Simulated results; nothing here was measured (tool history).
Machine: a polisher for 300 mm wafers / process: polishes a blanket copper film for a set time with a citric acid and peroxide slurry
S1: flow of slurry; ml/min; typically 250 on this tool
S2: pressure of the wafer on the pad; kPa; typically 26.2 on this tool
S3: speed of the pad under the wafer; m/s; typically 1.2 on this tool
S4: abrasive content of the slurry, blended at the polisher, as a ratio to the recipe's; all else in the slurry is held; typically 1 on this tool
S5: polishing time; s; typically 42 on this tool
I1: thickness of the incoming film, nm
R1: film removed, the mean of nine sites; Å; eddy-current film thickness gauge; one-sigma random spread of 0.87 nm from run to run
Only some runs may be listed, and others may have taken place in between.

run,hour,S1,S2,S3,S4,S5,I1,R1
1,0,250,26.2,1.2,1,42,1067.8,1232
2,13.2,250,26.2,1.2,1,42,1052.3,1210
# hour 18.3: slurry nozzle cleaned
3,26.8,250,26.2,1.2,1,38,1054.4,1083
4,39.6,250,26.2,1.2,1,38,1074,1088
# hour 44.4: slurry blender recalibrated
5,56,305,22.1,1.2,1,42,1057,1055
6,67.4,250,26.2,1.2,1,42,1061.1,1201
# hour 82.3: head pressure recalibrated
7,83.1,250,26.2,1.2,1,42,1048.1,1186
8,90.7,250,26.2,1,1,42,1080,997
9,105.5,290,26.2,1.2,1,42,1053.9,1211
# hour 121.2: worn pad replaced by a new one
10,121.7,250,26.2,1.2,1,42,1060.9,1264
11,131,250,26.2,1.2,1,48,1062.3,1425
12,146.8,170,26.2,1.48,1,57,1059.2,1975
13,153.4,250,26.2,1.2,1,42,1059.1,1207
14,163.5,250,26.2,1.06,0.8,42,1072.9,1009
15,177.2,220,30.3,1.2,1,42,1069.7,1348
16,183.2,315,29.6,1.6,1,47,1052.1,2019
17,199,250,26.2,1.2,1,42,1058.7,1185
18,214.5,250,26.2,1.2,1.25,42,1045.4,1258
19,222.7,250,26.2,1.2,1,42,1060.5,1185
# hour 240.7: worn pad replaced by a new one
20,241.2,250,23.4,1.54,1,42,1053.5,1478
21,287.2,205,26.2,0.98,1,27,1054.2,626
22,298.5,250,26.2,1.2,1.15,47,1051,1400
23,307.4,250,31.7,1,0.75,42,1070.6,1095
24,318.3,250,26.2,1.2,1,42,1066.6,1198
# hour 323.4: slurry blender recalibrated
25,334.1,320,20,1.04,1,32,1074,635
26,341.8,340,26.2,1.54,0.85,36,1063.6,1291
27,352.7,250,26.2,1.2,1,42,1058.2,1191
# hour 366.9: slurry nozzle cleaned
28,367.4,250,22.1,1.2,1,42,1062.8,1010
# hour 374.8: worn pad replaced by a new one
29,403.5,250,26.2,1.2,1,42,1067.4,1231

What if the next run were any one of these 5? Each begins from the tool's condition after run 29:
A,403.9,335,26.2,1.2,1,42,1077,?
B,403.9,250,26.2,1.2,0.8,42,1077,?
C,403.9,250,29,1.56,0.7,28,1077,?
D,403.9,200,23.4,1.2,0.8,42,1077,?
E,403.9,280,26.2,1.2,1.3,42,1077,?

run,R1
A,1250
B,1147
C,1043
D,1017
E,1320
Without the tool's unlogged condition, the same runs would have read:
run,R1
A,1297
B,1191
C,1083
D,1056
E,1370
